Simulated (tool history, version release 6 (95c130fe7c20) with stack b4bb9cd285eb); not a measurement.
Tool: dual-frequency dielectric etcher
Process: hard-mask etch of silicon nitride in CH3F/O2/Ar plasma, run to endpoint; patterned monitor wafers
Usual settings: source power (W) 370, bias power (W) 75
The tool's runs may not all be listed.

run	hour	source power (W)	bias power (W)	wafers since the last listed run	hours since the last wet clean	hours since the last source power generator calibration	hours since the last bias power generator calibration	hours since the last upper electrode change	incoming incoming film thickness, nm	endpoint time (s)
1	0	320	75	0	54.7	2074	2234.3	2428.6	34.01	50.8
2	43.8	370	75	407	98.5	2117.8	2278.1	2472.4	33.65	47.1
3	69.8	370	75	241	124.5	2143.8	2304.1	2498.4	34.15	47.1
# hour 120.7: bias power generator calibrated
4	124.7	370	75	473	179.4	2198.7	4	2553.3	33.93	47.1
# hour 160: upper electrode replaced
5	172.2	370	75	218	226.9	2246.2	51.5	12.2	33.98	47.1
# hour 251.6: wet clean of the chamber, repeated, since the last time left the tool worse
6	252.1	370	75	520	0.5	2326.1	131.4	92.1	33.88	49.8
7	289.2	370	75	345	37.6	2363.2	168.5	129.2	33.64	48.9
8	351.3	370	75	577	99.7	2425.3	230.6	191.3	34.06	49.1
9	405.5	410	89	504	153.9	2479.5	284.8	245.5	33.93	43.9
10	461.3	410	89	519	209.7	2535.3	340.6	301.3	34.28	44.5
11	518.5	410	89	532	266.9	2592.5	397.8	358.5	34.07	44
12	552.4	370	75	315	300.8	2626.4	431.7	392.4	33.73	48.5
13	617.6	370	61	606	366	2691.6	496.9	457.6	34.07	54.3
# hour 720.4: wet clean of the chamber
14	720.9	370	61	738	0.5	2794.9	600.2	560.9	34.13	54.4
15	744.8	320	65	222	24.4	2818.8	624.1	584.8	33.77	55.9
16	778.7	290	88	315	58.3	2852.7	658	618.7	34.21	52.7
# hour 799.1: source power generator calibrated
17	810	300	75	254	89.6	10.9	689.3	650	33.98	55
18	862.4	330	62	487	142	63.3	741.7	702.4	33.95	56.1
19	899.8	370	75	348	179.4	100.7	779.1	739.8	33.84	49
20	932.6	410	75	305	212.2	133.5	811.9	772.6	33.95	46.7
21	965	330	75	301	244.6	165.9	844.3	805	33.75	51.6
22	1000.1	450	75	326	279.7	201	879.4	840.1	34.28	45.1
23	1057.3	370	75	532	336.9	258.2	936.6	897.3	33.81	48.3
24	1106.3	370	75	456	385.9	307.2	985.6	946.3	34.06	48.9
25	1170.8	440	83	600	450.4	371.7	1050.1	1010.8	33.63	42.7
# hour 1232.5: wet clean of the chamber
26	1233	400	82	355	0.5	433.9	1112.3	1073	34.16	46.8
27	1272	280	63	362	39.5	472.9	1151.3	1112	33.99	60.9
28	1317.9	330	75	427	85.4	518.8	1197.2	1157.9	34.04	52.1
29	1354.7	340	63	342	122.2	555.6	1234	1194.7	34.09	55.9
30	1402.3	400	67	443	169.8	603.2	1281.6	1242.3	33.7	49.8
31	1467.5	370	75	606	235	668.4	1346.8	1307.5	34.3	49.4
32	1515.8	430	89	449	283.3	716.7	1395.1	1355.8	33.67	42.4
33	1576.4	370	75	564	343.9	777.3	1455.7	1416.4	33.81	48.6
# hour 1639: wet clean of the chamber
34	1639.5	310	70	363	0.5	840.4	1518.8	1479.5	34.28	56.7
35	1693.9	370	57	506	54.9	894.8	1573.2	1533.9	34.27	56.8

Hidden state at the last listed run before each entry between runs and at the first one after, where it differs:
Between runs 3 and 4: bias power generator calibrated (hour 120.7)
  etch rate over this chamber's usual, %: 5.78 -> 6.12
  measured less the result without the state, endpoint time (s): -2.8 -> -2.9
Between runs 4 and 5: upper electrode replaced (hour 160)
  etch rate over this chamber's usual, %: 6.12 -> 6.41
  measured less the result without the state, endpoint time (s): -2.9 -> -3
Between runs 5 and 6: wet clean of the chamber, repeated, since the last time left the tool worse (hour 251.6)
  etch rate over this chamber's usual, %: 6.41 -> -0.239
  measured less the result without the state, endpoint time (s): -3 -> +0.1
Between runs 13 and 14: wet clean of the chamber (hour 720.4)
  etch rate over this chamber's usual, %: 2 -> 0.519
  measured less the result without the state, endpoint time (s): -1.1 -> -0.2
Between runs 16 and 17: source power generator calibrated (hour 799.1)
  etch rate over this chamber's usual, %: 0.874 -> 1.07
  measured less the result without the state, endpoint time (s): -0.5 -> -0.5
Between runs 25 and 26: wet clean of the chamber (hour 1232.5)
  etch rate over this chamber's usual, %: 3.28 -> 0.138
  measured less the result without the state, endpoint time (s): -1.4 -> -0.1
Between runs 33 and 34: wet clean of the chamber (hour 1639)
  etch rate over this chamber's usual, %: 2.25 -> -0.656
  measured less the result without the state, endpoint time (s): -1.1 -> +0.4
